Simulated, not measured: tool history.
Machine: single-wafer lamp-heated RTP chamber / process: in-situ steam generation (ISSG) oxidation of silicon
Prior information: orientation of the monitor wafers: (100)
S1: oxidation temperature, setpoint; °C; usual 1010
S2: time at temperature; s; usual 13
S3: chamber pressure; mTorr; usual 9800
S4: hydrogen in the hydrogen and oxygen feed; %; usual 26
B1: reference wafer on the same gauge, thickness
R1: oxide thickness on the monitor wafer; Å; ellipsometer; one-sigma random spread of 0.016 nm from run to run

{"run": 1, "hour": 0.0, "S1": 997, "S2": 13, "S3": 9200, "S4": 26, "B1": 5.694, "R1": 48.46}
{"run": 2, "hour": 15.0, "S1": 997, "S2": 13, "S3": 9200, "S4": 26, "B1": 5.692, "R1": 48.3}
{"run": 3, "hour": 24.0, "S1": 997, "S2": 13, "S3": 9200, "S4": 26, "B1": 5.696, "R1": 48.43}
{"run": 4, "hour": 31.3, "S1": 1010, "S2": 13, "S3": 9800, "S4": 26, "B1": 5.702, "R1": 50.55}
{"run": 5, "hour": 39.3, "S1": 1010, "S2": 13, "S3": 8900, "S4": 26, "B1": 5.696, "R1": 51.64}
{"run": 6, "hour": 48.7, "S1": 1010, "S2": 13, "S3": 8900, "S4": 26, "B1": 5.696, "R1": 51.35}
{"run": 7, "hour": 61.8, "S1": 1010, "S2": 13, "S3": 9800, "S4": 26, "B1": 5.702, "R1": 50.24}
{"run": 8, "hour": 68.3, "S1": 1010, "S2": 13, "S3": 9800, "S4": 26, "B1": 5.704, "R1": 50.56}
{"run": 9, "hour": 82.6, "S1": 1010, "S2": 17, "S3": 9800, "S4": 26, "B1": 5.702, "R1": 56.96}
{"run": 10, "hour": 99.5, "S1": 1010, "S2": 17, "S3": 9800, "S4": 26, "B1": 5.694, "R1": 57.32}
{"run": 11, "hour": 111.1, "S1": 1010, "S2": 13, "S3": 9800, "S4": 26, "B1": 5.699, "R1": 50.6}
{"run": 12, "hour": 122.6, "S1": 1010, "S2": 13, "S3": 9800, "S4": 26, "B1": 5.699, "R1": 50.54}
{"run": 13, "hour": 139.3, "S1": 1010, "S2": 13, "S3": 9100, "S4": 32, "B1": 5.694, "R1": 53.77}
{"run": 14, "hour": 145.9, "S1": 1010, "S2": 13, "S3": 9100, "S4": 32, "B1": 5.699, "R1": 54.03}
{"run": 15, "hour": 156.4, "S1": 1010, "S2": 13, "S3": 9800, "S4": 26, "B1": 5.702, "R1": 50.28}
{"run": 16, "hour": 166.9, "S1": 1010, "S2": 13, "S3": 9800, "S4": 26, "B1": 5.698, "R1": 50.67}
{"run": 17, "hour": 180.4, "S1": 1002, "S2": 13, "S3": 8600, "S4": 26, "B1": 5.7, "R1": 47.87}
{"run": 18, "hour": 195.7, "S1": 1010, "S2": 13, "S3": 10200, "S4": 26, "B1": 5.697, "R1": 47.94}
{"run": 19, "hour": 202.6, "S1": 1018, "S2": 13, "S3": 9800, "S4": 32, "B1": 5.698, "R1": 53.18}
{"run": 20, "hour": 209.7, "S1": 994, "S2": 8, "S3": 8600, "S4": 21, "B1": 5.702, "R1": 36.29}
{"run": 21, "hour": 220.1, "S1": 1010, "S2": 13, "S3": 10200, "S4": 17, "B1": 5.701, "R1": 44.13}
{"run": 22, "hour": 226.4, "S1": 1010, "S2": 13, "S3": 8600, "S4": 32, "B1": 5.693, "R1": 52.85}
{"run": 23, "hour": 242.2, "S1": 1010, "S2": 13, "S3": 9800, "S4": 26, "B1": 5.709, "R1": 48.94}
{"run": 24, "hour": 248.5, "S1": 1010, "S2": 13, "S3": 9800, "S4": 26, "B1": 5.704, "R1": 48.88}
{"run": 25, "hour": 258.5, "S1": 1010, "S2": 10, "S3": 9200, "S4": 26, "B1": 5.7, "R1": 44.29}
{"run": 26, "hour": 270.0, "S1": 1010, "S2": 13, "S3": 9800, "S4": 26, "B1": 5.703, "R1": 49.09}
{"run": 27, "hour": 276.6, "S1": 1010, "S2": 13, "S3": 9800, "S4": 31, "B1": 5.7, "R1": 51.27}
{"run": 28, "hour": 289.1, "S1": 1010, "S2": 15, "S3": 9200, "S4": 26, "B1": 5.702, "R1": 52.98}
{"run": 29, "hour": 301.6, "S1": 1010, "S2": 13, "S3": 9800, "S4": 26, "B1": 5.702, "R1": 49.55}
{"run": 30, "hour": 316.0, "S1": 1010, "S2": 15, "S3": 9800, "S4": 26, "B1": 5.701, "R1": 52.73}

The log once held 5 entries between its listed runs, left out of this copy. Where does each go, and what is different about the tool's unlogged condition between the listed run before it and the listed run after it?
After run 1, before run 2: gauge calibrated (hour 8.7)
  the hidden state is the same at both runs
  measured value less the no-hidden-state value, R1: +1.92 -> +1.93 Å
After run 11, before run 12: hydrogen flow controller replaced (hour 119.3)
  the hidden state is the same at both runs
  measured value less the no-hidden-state value, R1: +2.27 -> +2.28 Å
After run 16, before run 17: pyrometer window cleaned and pyrometer calibrated (hour 179.9)
  true wafer temperature minus pyrometer reading, K: 11.7 -> 1.1
  measured value less the no-hidden-state value, R1: +2.3 -> +0.19 Å
After run 17, before run 18: pressure gauge zeroed (hour 195.2)
  true wafer temperature minus pyrometer reading, K: 1.1 -> 1.77
  measured value less the no-hidden-state value, R1: +0.19 -> +0.33 Å
After run 22, before run 23: gauge calibrated (hour 239.5)
  true wafer temperature minus pyrometer reading, K: 2.99 -> 3.56
  measured value less the no-hidden-state value, R1: +0.6 -> +0.66 Å
